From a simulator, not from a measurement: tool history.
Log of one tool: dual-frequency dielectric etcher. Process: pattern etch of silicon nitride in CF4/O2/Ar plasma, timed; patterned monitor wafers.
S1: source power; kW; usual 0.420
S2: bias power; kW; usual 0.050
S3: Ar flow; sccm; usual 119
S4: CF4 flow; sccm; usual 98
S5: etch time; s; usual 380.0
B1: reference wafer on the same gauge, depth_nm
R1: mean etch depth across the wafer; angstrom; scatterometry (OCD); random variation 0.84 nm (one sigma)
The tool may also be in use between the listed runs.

run   hour     S1     S2   S3   S4     S5     B1    R1
  1    0.0  0.420  0.050  132  110  380.0  545.8  5698
       8.8  -- gauge calibrated
  2   47.5  0.420  0.050  119   98  380.0  546.0  5716
      52.4  -- source power generator calibrated
  3   62.5  0.420  0.050  119   98  380.0  546.3  5715
  4   69.0  0.420  0.050  119   98  380.0  546.1  5712
  5   77.0  0.420  0.050  119   98  380.0  546.0  5721
  6   84.5  0.420  0.050  119   98  380.0  546.1  5713
      98.7  -- CF4 flow controller replaced
     104.0  -- Ar flow controller replaced
  7  104.5  0.420  0.050  119   98  380.0  546.1  5725
     128.7  -- upper electrode replaced
  8  129.2  0.420  0.050  119   98  380.0  546.0  5716
  9  129.6  0.420  0.050  119   98  294.5  546.2  4441
 10  140.6  0.420  0.042  119   98  332.5  545.9  4653
 11  147.4  0.420  0.050  119   79  300.0  545.8  4401
 12  158.0  0.340  0.050  106  108  286.0  546.1  3940
     173.7  -- bias power generator calibrated
     177.1  -- gauge calibrated
     193.9  -- wet clean of the chamber
 13  194.4  0.420  0.050  119   98  380.0  546.0  5620
 14  194.9  0.330  0.050  100  117  438.0  545.7  5912
 15  201.9  0.420  0.050  119   98  380.0  545.6  5626
 16  211.5  0.420  0.050  119   98  380.0  546.1  5619
 17  225.3  0.420  0.050  119  118  380.0  545.9  5755
 18  236.6  0.420  0.050  119   98  380.0  545.9  5642
 19  246.6  0.340  0.061   98  118  380.0  546.1  5712

Run 20 comes next. What will it give?
 20  260.0  0.420  0.050  119  98  380.0   ?   ?

{"run 20": {"B1": 546.1, "R1": 5633}}
Without the tool's hidden state the same run would have given R1 5612 angstrom.
